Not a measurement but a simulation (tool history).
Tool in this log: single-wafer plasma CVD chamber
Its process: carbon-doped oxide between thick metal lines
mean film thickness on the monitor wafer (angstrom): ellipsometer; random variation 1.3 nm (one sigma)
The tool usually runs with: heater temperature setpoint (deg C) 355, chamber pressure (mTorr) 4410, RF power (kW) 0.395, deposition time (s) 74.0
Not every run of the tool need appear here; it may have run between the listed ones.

| run | day | heater temperature setpoint (deg C) | chamber pressure (mTorr) | RF power (kW) | deposition time (s) | read-back reference wafer on the same gauge, thickness_nm | mean film thickness on the monitor wafer (angstrom) |
|---|---|---|---|---|---|---|---|
| 1 | 0.000 | 355 | 4410 | 0.395 | 74.0 | 363.229 | 3181.43 |
|  | 0.888 | gauge calibrated |
| 2 | 1.779 | 355 | 4410 | 0.395 | 74.0 | 353.955 | 3123.89 |
| 3 | 4.658 | 355 | 4410 | 0.395 | 74.0 | 356.329 | 3139.73 |
| 4 | 5.962 | 355 | 4410 | 0.395 | 74.0 | 357.382 | 3138.97 |
| 5 | 7.150 | 355 | 4410 | 0.395 | 74.0 | 357.882 | 3138.58 |
| 6 | 9.112 | 355 | 4410 | 0.395 | 74.0 | 359.625 | 3133.30 |
| 7 | 11.233 | 355 | 4410 | 0.395 | 74.0 | 359.496 | 3143.71 |
| 8 | 13.100 | 355 | 4410 | 0.395 | 74.0 | 361.158 | 3154.72 |
| 9 | 15.883 | 355 | 4410 | 0.395 | 74.0 | 361.107 | 3179.19 |
| 10 | 18.029 | 355 | 4410 | 0.395 | 77.9 | 361.129 | 3355.38 |
|  | 18.425 | RF generator calibrated |
| 11 | 19.358 | 355 | 4410 | 0.395 | 77.9 | 362.100 | 3348.42 |
|  | 19.875 | capacitance manometer re-zeroed and calibrated |
| 12 | 20.833 | 362 | 4410 | 0.350 | 62.7 | 362.915 | 2397.91 |
|  | 22.962 | thermocouple changed; heater temperature recalibrated |
| 13 | 23.200 | 350 | 4070 | 0.395 | 61.3 | 362.502 | 2640.60 |
| 14 | 24.604 | 355 | 4410 | 0.395 | 74.0 | 362.186 | 3174.27 |
| 15 | 26.250 | 355 | 4410 | 0.365 | 74.0 | 363.576 | 2964.47 |
|  | 27.867 | showerhead replaced |
| 16 | 28.933 | 355 | 4410 | 0.395 | 74.0 | 363.630 | 3183.89 |
|  | 29.325 | gauge calibrated |
| 17 | 31.779 | 355 | 4410 | 0.395 | 74.0 | 354.645 | 3076.52 |
| 18 | 33.588 | 355 | 4950 | 0.340 | 74.0 | 355.855 | 2811.66 |
| 19 | 35.912 | 355 | 3500 | 0.395 | 74.0 | 357.292 | 3059.44 |
| 20 | 39.883 | 343 | 4410 | 0.395 | 74.0 | 358.671 | 3210.36 |
| 21 | 41.808 | 355 | 4410 | 0.395 | 74.0 | 359.505 | 3144.79 |
| 22 | 43.171 | 355 | 5010 | 0.455 | 74.0 | 359.977 | 3545.86 |
| 23 | 45.662 | 355 | 4410 | 0.345 | 84.1 | 360.115 | 3221.84 |

Alternative continuations, all from the tool just after run 23; predict every row:
| A | 45.679 | 355 | 3420 | 0.395 | 74.0 | ? | ? |
| B | 45.679 | 370 | 4410 | 0.395 | 81.5 | ? | ? |
| C | 45.679 | 355 | 4410 | 0.350 | 61.5 | ? | ? |
| D | 45.679 | 355 | 3950 | 0.395 | 85.1 | ? | ? |

| run | read-back reference wafer on the same gauge, thickness_nm | mean film thickness on the monitor wafer (angstrom) |
|---|---|---|
| A | 359.964 | 3088.65 |
| B | 359.964 | 3386.93 |
| C | 359.964 | 2397.50 |
| D | 359.964 | 3599.57 |
Without the tool's hidden state the same runs would have given:
| run | mean film thickness on the monitor wafer (angstrom) |
|---|---|
| A | 3017.64 |
| B | 3309.06 |
| C | 2342.38 |
| D | 3516.81 |

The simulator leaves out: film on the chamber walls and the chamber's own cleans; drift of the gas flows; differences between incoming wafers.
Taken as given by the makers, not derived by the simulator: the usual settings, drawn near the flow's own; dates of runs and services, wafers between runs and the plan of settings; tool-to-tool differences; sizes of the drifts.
